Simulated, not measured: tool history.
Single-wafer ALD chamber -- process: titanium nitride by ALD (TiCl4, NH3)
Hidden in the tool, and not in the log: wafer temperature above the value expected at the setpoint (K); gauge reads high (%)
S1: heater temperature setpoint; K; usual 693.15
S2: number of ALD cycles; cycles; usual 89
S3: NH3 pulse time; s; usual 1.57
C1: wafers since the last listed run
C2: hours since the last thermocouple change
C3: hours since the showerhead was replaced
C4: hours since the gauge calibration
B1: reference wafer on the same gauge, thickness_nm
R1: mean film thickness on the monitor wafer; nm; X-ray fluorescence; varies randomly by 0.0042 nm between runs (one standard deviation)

run    hour      S1  S2    S3   C1      C2      C3      C4     B1     R1
  1       0  693.15  89  1.57    0  2161.5  4264.7   642.4  1.979  1.703
  2      50  693.15  89  1.57  176  2211.5  4314.7   692.4  1.981  1.715
  3   117.6  693.15  94  1.57  238  2279.1  4382.3     760  1.982  1.803
  4   165.2  693.15  94  1.57  167  2326.7  4429.9   807.6   1.98  1.804
  5   226.6  693.15  94  1.57  216  2388.1  4491.3     869   1.98    1.8
  6   284.3  693.15  89  1.57  203  2445.8    4549   926.7  1.985  1.708
  7   330.3  693.15  89  1.57  162  2491.8    4595   972.7  1.987   1.71
      371.9  -- thermocouple changed; heater temperature recalibrated
  8   385.7  693.15  89  1.71  166    13.8  4650.4  1028.1  1.988  1.721
      464.3  -- showerhead replaced
  9   464.8  693.15  89  1.71  250    92.9     0.5  1107.2   1.99  1.719
 10   484.4  688.15  89  1.57   69   112.5    20.1  1126.8  1.992  1.723
 11   530.7  693.15  89  1.08  163   158.8    66.4  1173.1  1.993  1.689
 12   570.7  693.15  89  1.57  140   198.8   106.4  1213.1  1.996  1.719
 13     622  698.15  79  1.57  180   250.1   157.7  1264.4  1.999  1.531
 14   647.6  683.15  89  1.26   90   275.7   183.3    1290  1.997    1.7
      686.4  -- gauge calibrated
 15   686.4  693.15  89  2.15  136   314.5   222.1       0  1.974  1.723
 16   846.7  705.15  89  1.57  564   474.8   382.4   160.3  1.974  1.711
 17   882.6  693.15  89  2.01  126   510.7   418.3   196.2  1.975  1.722
 18   918.9  693.15  89  1.57  127     547   454.6   232.5  1.975  1.703
 19     982  693.15  75  1.57  222   610.1   517.7   295.6  1.977  1.436
 20  1192.7  693.15  75  1.57  742   820.8   728.4   506.3  1.978  1.434
 21  1222.1  686.15  75  1.36  103   850.2   757.8   535.7  1.981  1.422

Forecast each of these 4 alternatives for the next run:
  A  1222.7  693.15  89  1.57   2  850.8  758.4  536.3   ?   ?
  B  1222.7  681.15  76  1.57   2  850.8  758.4  536.3   ?   ?
  C  1222.7  693.15  89  1.37   2  850.8  758.4  536.3   ?   ?
  D  1222.7  697.15  89  1.57   2  850.8  758.4  536.3   ?   ?

run    B1     R1
  A  1.98  1.702
  B  1.98  1.445
  C  1.98  1.695
  D  1.98  1.705
With no hidden state in the tool, these same runs would have given:
run     R1
  A  1.694
  B  1.438
  C  1.687
  D  1.697
